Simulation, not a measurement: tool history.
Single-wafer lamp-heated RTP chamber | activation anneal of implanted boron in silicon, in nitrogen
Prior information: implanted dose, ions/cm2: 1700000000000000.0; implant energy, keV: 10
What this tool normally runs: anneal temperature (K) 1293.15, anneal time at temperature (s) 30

run	hour	anneal temperature (K)	anneal time at temperature (s)	read-back reference wafer on the same gauge, sheet resistance	sheet resistance of the implanted and annealed layer (ohm/square)
1	0	1293.15	35	80.44	87.13
2	12.1	1293.15	35	80.4	87.51
3	30	1293.15	35	80.19	88
4	37.9	1293.15	30	80.31	88.29
5	54.4	1293.15	30	80.35	88.19
6	65.8	1293.15	30	80.25	88.63
7	76.5	1293.15	30	80.39	88.49
8	92.7	1293.15	30	80.27	88.45
9	108.8	1316.15	30	80.23	80.46
10	141.5	1316.15	30	80.24	79.43
11	153.3	1316.15	30	80.35	79.54
# hour 159.2: gauge calibrated
12	167.9	1293.15	30	80.43	88.06
13	181.5	1275.15	40	80.28	92.62
14	197.3	1275.15	40	80.27	92.64
15	204.3	1302.15	43	80.4	80.55
16	212.9	1307.15	46	80.39	78.74
17	221.4	1293.15	30	80.19	87.37
18	237.3	1264.15	14	80.41	104.25
19	252.8	1293.15	30	80.39	86.85
20	264.1	1284.15	30	80.28	90.64
# hour 278.1: pyrometer window cleaned and pyrometer calibrated
21	278.6	1293.15	30	80.49	91.55
22	289	1311.15	39	80.21	81.95
23	295.3	1312.15	38	80.21	81.52
24	311.6	1316.15	37	80.22	80
25	319.9	1265.15	30	80.31	101.41
26	335.2	1263.15	15	80.33	107.05
27	346.3	1272.15	19	80.34	101.82
# hour 360.5: reflector plate cleaned
28	363.5	1313.15	30	80.27	84.97
29	398.1	1311.15	39	80.35	82.7
30	408.6	1308.15	20	80.36	89.5
31	417.9	1293.15	30	80.17	91.92
32	428.8	1293.15	30	80.18	92.33
33	435.5	1293.15	30	80.19	91.7
34	442.3	1266.15	37	80.37	101.3
35	449.9	1293.15	30	80.31	91.42
36	466.3	1263.15	30	80.19	103.89
37	483.6	1320.15	13	80.35	88.32

Branching from run 37: 4 alternative next runs. What would each branch give?
A	484	1293.15	36	?	?
B	484	1293.15	13	?	?
C	484	1293.15	46	?	?
D	484	1283.15	47	?	?

run	read-back reference wafer on the same gauge, sheet resistance	sheet resistance of the implanted and annealed layer (ohm/square)
A	80.3	89.3
B	80.3	96.76
C	80.3	87.07
D	80.3	91.03
With the hidden condition removed and each run's random variation left untouched, the same runs would have given:
run	sheet resistance of the implanted and annealed layer (ohm/square)
A	92.41
B	99.56
C	90.2
D	94.27
